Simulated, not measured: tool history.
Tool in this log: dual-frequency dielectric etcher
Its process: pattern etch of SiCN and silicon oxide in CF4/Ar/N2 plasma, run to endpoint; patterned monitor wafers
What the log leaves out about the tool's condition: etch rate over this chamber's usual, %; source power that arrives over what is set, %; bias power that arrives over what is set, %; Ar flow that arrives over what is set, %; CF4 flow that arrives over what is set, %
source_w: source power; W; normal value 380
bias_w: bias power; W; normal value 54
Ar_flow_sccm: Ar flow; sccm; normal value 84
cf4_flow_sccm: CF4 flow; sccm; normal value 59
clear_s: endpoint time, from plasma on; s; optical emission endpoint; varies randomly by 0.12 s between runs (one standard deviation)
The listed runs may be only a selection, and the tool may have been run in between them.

run	day	source_w	bias_w	Ar_flow_sccm	cf4_flow_sccm	wafers since the last listed run	hours since the last wet clean	hours since the last source power generator calibration	hours since the last bias power generator calibration	hours since the last Ar flow controller change	hours since the last CF4 flow controller change	hours since the last upper electrode change	incoming incoming film thickness, nm	clear_s
1	0	380	54	84	59	0	10.4	13.3	4027.3	5454.8	1887.7	5590	11.08	14.4
2	1.346	380	54	84	59	620	42.7	45.6	4059.6	5487.1	1920	5622.3	11.01	14.1
3	2.442	380	49	84	59	505	69	71.9	4085.9	5513.4	1946.3	5648.6	11.13	14.8
4	3.742	380	49	84	59	599	100.2	103.1	4117.1	5544.6	1977.5	5679.8	11.1	14.6
5	4.279	380	54	84	59	247	113.1	116	4130	5557.5	1990.4	5692.7	11.1	14.4
6	5.758	420	54	103	59	681	148.6	151.5	4165.5	5593	2025.9	5728.2	11.13	13.6
7	6.308	380	54	84	59	253	161.8	164.7	4178.7	5606.2	2039.1	5741.4	11.13	14.5
# day 6.588: bias power generator calibrated
8	7.621	420	42	102	59	528	193.3	196.2	24.8	5637.7	2070.6	5772.9	11.11	14.2
# day 8.262: Ar flow controller replaced
9	9.542	290	49	94	59	770	239.4	242.3	70.9	30.7	2116.7	5819	11.1	19.5
10	10.992	470	64	102	55	668	274.2	277.1	105.7	65.5	2151.5	5853.8	10.96	11.7
# day 12.946: CF4 flow controller replaced
11	13.312	380	64	84	59	954	329.9	332.8	161.4	121.2	8.8	5909.5	11.14	14.1
12	14.4	460	54	84	64	501	356	358.9	187.5	147.3	34.9	5935.6	11.07	11.7
13	15.812	380	54	84	59	651	389.9	392.8	221.4	181.2	68.8	5969.5	11.07	14.1
# day 19.417: upper electrode replaced
14	19.854	340	58	84	59	1402	486.9	489.8	318.4	278.2	165.8	10.5	11.09	16.1
15	20.546	330	54	84	68	318	503.5	506.4	335	294.8	182.4	27.1	11.07	16.4
16	21.908	450	54	84	59	628	536.2	539.1	367.7	327.5	215.1	59.8	11.13	12.3
17	22.962	320	66	72	74	485	561.5	564.4	393	352.8	240.4	85.1	11.08	15.5
18	23.688	470	64	84	73	334	578.9	581.8	410.4	370.2	257.8	102.5	11	11
# day 24.988: wet clean of the chamber
19	25.008	380	47	84	46	147	0.5	613.5	442.1	401.9	289.5	134.2	11.08	15.1
20	27.338	440	54	84	45	1073	56.4	669.4	498	457.8	345.4	190.1	11.14	13.1
21	28.804	290	63	70	47	676	91.6	704.6	533.2	493	380.6	225.3	11.02	18.1
22	30.092	470	41	84	49	593	122.5	735.5	564.1	523.9	411.5	256.2	11.08	12.8
23	30.792	380	49	84	59	322	139.3	752.3	580.9	540.7	428.3	273	11.15	14.8

Predict each of these 5 candidate next runs independently; none follows another, all start after run 23:
A	30.808	380	54	84	59	7	139.7	752.7	581.3	541.1	428.7	273.4	11.12	?
B	30.808	380	67	84	49	7	139.7	752.7	581.3	541.1	428.7	273.4	11.12	?
C	30.808	300	66	103	59	7	139.7	752.7	581.3	541.1	428.7	273.4	11.12	?
D	30.808	450	54	66	59	7	139.7	752.7	581.3	541.1	428.7	273.4	11.12	?
E	30.808	380	41	92	59	7	139.7	752.7	581.3	541.1	428.7	273.4	11.12	?

run	clear_s
A	14.3
B	13.9
C	17.8
D	11.7
E	15.3
Had the tool no hidden state, the same runs would have come out as:
run	clear_s
A	14.3
B	13.9
C	17.8
D	11.7
E	15.3
